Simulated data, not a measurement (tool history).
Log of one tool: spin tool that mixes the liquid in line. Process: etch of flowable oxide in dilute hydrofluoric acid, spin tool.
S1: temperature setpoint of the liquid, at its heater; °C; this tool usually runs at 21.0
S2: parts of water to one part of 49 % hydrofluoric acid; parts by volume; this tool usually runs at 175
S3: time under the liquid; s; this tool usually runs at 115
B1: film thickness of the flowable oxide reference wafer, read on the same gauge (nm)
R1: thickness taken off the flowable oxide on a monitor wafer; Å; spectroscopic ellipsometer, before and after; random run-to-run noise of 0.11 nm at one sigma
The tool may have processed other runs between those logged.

run   hour    S1   S2   S3     B1     R1
  1    0.0  21.0  175  115  80.02  408.4
  2   12.5  21.0  175  115  79.97  408.7
  3   25.4  21.0  175  115  80.02  409.0
  4   32.7  21.0  175  115  80.01  408.9
  5   46.5  21.0  175  115  80.01  408.0
  6   61.8  21.0  175  115  80.00  411.4
  7   74.0  21.0  175  115  79.99  411.3
  8   87.2  21.0  175  115  79.99  409.7
  9  100.0  21.0  175  115  79.98  407.5
 10  109.6  21.0  175  115  79.97  408.8
 11  117.1  21.0  120  115  80.01  638.1
 12  134.2  21.0  120  115  80.04  636.9
 13  151.3  21.0  175  150  80.02  537.6
 14  161.4  21.0  175  155  80.04  556.1
 15  176.9  21.0  175  155  79.99  554.1
     178.9  -- gauge calibrated
 16  183.9  19.5  130  135  80.00  645.7
 17  200.0  21.0  240   90  79.99  218.5
 18  215.1  21.0  175  115  79.98  412.2
 19  227.1  25.5  220  150  79.97  478.3
     237.0  -- thermometer replaced
     239.8  -- hydrofluoric acid flow meter replaced
 20  241.9  17.0  175  155  79.99  427.0
 21  257.1  21.0  175  115  80.01  369.6
 22  272.4  23.0  175  115  79.99  400.4
 23  278.7  24.5  255   50  80.02  115.6
 24  292.9  21.0  175  115  79.98  370.9
 25  342.0  21.0  210  115  80.01  299.4
 26  357.8  21.0  105  140  80.00  810.3
 27  363.9  21.0  175   85  80.02  275.0
 28  372.4  22.5  175  135  79.98  460.5
 29  388.4  21.0  175  145  79.94  467.8
 30  399.4  18.0  140   90  79.96  335.9

Below are 4 alternative next runs, each starting from the tool's condition after run 30. Predict each:
  A  399.8  23.5  175  115   ?   ?
  B  399.8  21.0  225  115   ?   ?
  C  399.8  23.5  175  145   ?   ?
  D  399.8  17.0  175  115   ?   ?

run     B1     R1
  A  80.02  409.7
  B  80.02  275.4
  C  80.02  516.6
  D  80.02  317.9
Take away the tool's hidden state, keep each run's random variation, and the runs would have read:
run     R1
  A  406.8
  B  273.4
  C  512.9
  D  315.5
